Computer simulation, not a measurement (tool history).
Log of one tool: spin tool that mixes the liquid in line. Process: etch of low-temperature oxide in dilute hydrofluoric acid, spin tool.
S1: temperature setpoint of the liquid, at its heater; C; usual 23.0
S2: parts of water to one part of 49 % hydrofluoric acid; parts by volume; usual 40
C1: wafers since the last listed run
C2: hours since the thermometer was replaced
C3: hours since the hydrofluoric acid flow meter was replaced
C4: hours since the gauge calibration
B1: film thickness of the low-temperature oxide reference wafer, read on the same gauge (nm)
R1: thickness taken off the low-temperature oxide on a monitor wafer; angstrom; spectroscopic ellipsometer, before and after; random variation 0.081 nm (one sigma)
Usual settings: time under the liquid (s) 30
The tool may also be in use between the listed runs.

{"run": 1, "hour": 0.0, "S1": 23.0, "S2": 40, "time under the liquid (s)": 30, "C1": 0, "C2": 2014.9, "C3": 1208.4, "C4": 95.0, "B1": 50.01, "R1": 140.4}
{"run": 2, "hour": 29.1, "S1": 23.0, "S2": 40, "time under the liquid (s)": 45, "C1": 406, "C2": 2044.0, "C3": 1237.5, "C4": 124.1, "B1": 50.02, "R1": 211.6}
{"run": 3, "hour": 51.0, "S1": 23.0, "S2": 40, "time under the liquid (s)": 45, "C1": 306, "C2": 2065.9, "C3": 1259.4, "C4": 146.0, "B1": 50.0, "R1": 212.9}
{"run": 4, "hour": 84.9, "S1": 23.0, "S2": 50, "time under the liquid (s)": 30, "C1": 473, "C2": 2099.8, "C3": 1293.3, "C4": 179.9, "B1": 49.95, "R1": 112.2}
{"run": 5, "hour": 103.8, "S1": 23.0, "S2": 50, "time under the liquid (s)": 30, "C1": 264, "C2": 2118.7, "C3": 1312.2, "C4": 198.8, "B1": 50.05, "R1": 110.9}
{"run": 6, "hour": 138.8, "S1": 23.0, "S2": 50, "time under the liquid (s)": 30, "C1": 489, "C2": 2153.7, "C3": 1347.2, "C4": 233.8, "B1": 49.99, "R1": 112.1}
{"run": 7, "hour": 160.1, "S1": 23.0, "S2": 40, "time under the liquid (s)": 30, "C1": 297, "C2": 2175.0, "C3": 1368.5, "C4": 255.1, "B1": 49.97, "R1": 141.0}
{"run": 8, "hour": 183.4, "S1": 23.0, "S2": 40, "time under the liquid (s)": 30, "C1": 325, "C2": 2198.3, "C3": 1391.8, "C4": 278.4, "B1": 50.02, "R1": 140.9}
{"hour": 193.1, "done": "gauge calibrated"}
{"run": 9, "hour": 216.6, "S1": 23.0, "S2": 40, "time under the liquid (s)": 30, "C1": 464, "C2": 2231.5, "C3": 1425.0, "C4": 23.5, "B1": 50.0, "R1": 142.0}
{"run": 10, "hour": 243.8, "S1": 20.0, "S2": 40, "time under the liquid (s)": 30, "C1": 380, "C2": 2258.7, "C3": 1452.2, "C4": 50.7, "B1": 50.01, "R1": 124.0}
{"run": 11, "hour": 259.1, "S1": 23.0, "S2": 40, "time under the liquid (s)": 30, "C1": 213, "C2": 2274.0, "C3": 1467.5, "C4": 66.0, "B1": 50.02, "R1": 141.2}
{"hour": 266.2, "done": "thermometer replaced"}
{"run": 12, "hour": 278.0, "S1": 23.0, "S2": 40, "time under the liquid (s)": 30, "C1": 250, "C2": 11.8, "C3": 1486.4, "C4": 84.9, "B1": 49.98, "R1": 156.3}
{"hour": 297.6, "done": "hydrofluoric acid flow meter replaced"}
{"run": 13, "hour": 299.2, "S1": 23.0, "S2": 35, "time under the liquid (s)": 30, "C1": 282, "C2": 33.0, "C3": 1.6, "C4": 106.1, "B1": 50.04, "R1": 168.8}
{"run": 14, "hour": 322.6, "S1": 26.0, "S2": 40, "time under the liquid (s)": 35, "C1": 327, "C2": 56.4, "C3": 25.0, "C4": 129.5, "B1": 49.98, "R1": 194.7}
{"run": 15, "hour": 346.9, "S1": 23.0, "S2": 40, "time under the liquid (s)": 30, "C1": 339, "C2": 80.7, "C3": 49.3, "C4": 153.8, "B1": 50.03, "R1": 147.3}
{"run": 16, "hour": 363.2, "S1": 23.0, "S2": 30, "time under the liquid (s)": 50, "C1": 227, "C2": 97.0, "C3": 65.6, "C4": 170.1, "B1": 49.98, "R1": 334.7}
{"run": 17, "hour": 390.1, "S1": 20.5, "S2": 55, "time under the liquid (s)": 15, "C1": 376, "C2": 123.9, "C3": 92.5, "C4": 197.0, "B1": 50.0, "R1": 47.3}
{"run": 18, "hour": 411.3, "S1": 26.5, "S2": 40, "time under the liquid (s)": 30, "C1": 296, "C2": 145.1, "C3": 113.7, "C4": 218.2, "B1": 50.01, "R1": 169.3}
{"run": 19, "hour": 434.1, "S1": 26.5, "S2": 60, "time under the liquid (s)": 30, "C1": 318, "C2": 167.9, "C3": 136.5, "C4": 241.0, "B1": 50.05, "R1": 111.6}
{"hour": 456.2, "done": "gauge calibrated"}
{"run": 20, "hour": 468.4, "S1": 25.0, "S2": 55, "time under the liquid (s)": 20, "C1": 479, "C2": 202.2, "C3": 170.8, "C4": 12.2, "B1": 50.0, "R1": 75.7}
{"run": 21, "hour": 496.4, "S1": 23.0, "S2": 30, "time under the liquid (s)": 30, "C1": 391, "C2": 230.2, "C3": 198.8, "C4": 40.2, "B1": 50.0, "R1": 198.2}
{"run": 22, "hour": 513.5, "S1": 23.0, "S2": 30, "time under the liquid (s)": 30, "C1": 239, "C2": 247.3, "C3": 215.9, "C4": 57.3, "B1": 49.98, "R1": 201.5}
{"run": 23, "hour": 540.2, "S1": 23.0, "S2": 40, "time under the liquid (s)": 30, "C1": 373, "C2": 274.0, "C3": 242.6, "C4": 84.0, "B1": 50.04, "R1": 146.8}
{"run": 24, "hour": 573.2, "S1": 18.5, "S2": 35, "time under the liquid (s)": 30, "C1": 461, "C2": 307.0, "C3": 275.6, "C4": 117.0, "B1": 50.02, "R1": 140.5}
{"run": 25, "hour": 587.3, "S1": 23.0, "S2": 50, "time under the liquid (s)": 40, "C1": 197, "C2": 321.1, "C3": 289.7, "C4": 131.1, "B1": 49.96, "R1": 154.3}

Forecast each of these 3 alternatives for the next run:
{"run": "A", "hour": 587.7, "S1": 23.0, "S2": 40, "time under the liquid (s)": 20, "C1": 5, "C2": 321.5, "C3": 290.1, "C4": 131.5, "B1": "?", "R1": "?"}
{"run": "B", "hour": 587.7, "S1": 20.5, "S2": 40, "time under the liquid (s)": 30, "C1": 5, "C2": 321.5, "C3": 290.1, "C4": 131.5, "B1": "?", "R1": "?"}
{"run": "C", "hour": 587.7, "S1": 25.0, "S2": 40, "time under the liquid (s)": 30, "C1": 5, "C2": 321.5, "C3": 290.1, "C4": 131.5, "B1": "?", "R1": "?"}

run=A B1=50.00 R1=97.8
run=B B1=50.00 R1=131.9
run=C B1=50.00 R1=159.4
Without the tool's hidden state the same runs would have given:
run=A R1=98.4
run=B R1=132.9
run=C R1=160.4

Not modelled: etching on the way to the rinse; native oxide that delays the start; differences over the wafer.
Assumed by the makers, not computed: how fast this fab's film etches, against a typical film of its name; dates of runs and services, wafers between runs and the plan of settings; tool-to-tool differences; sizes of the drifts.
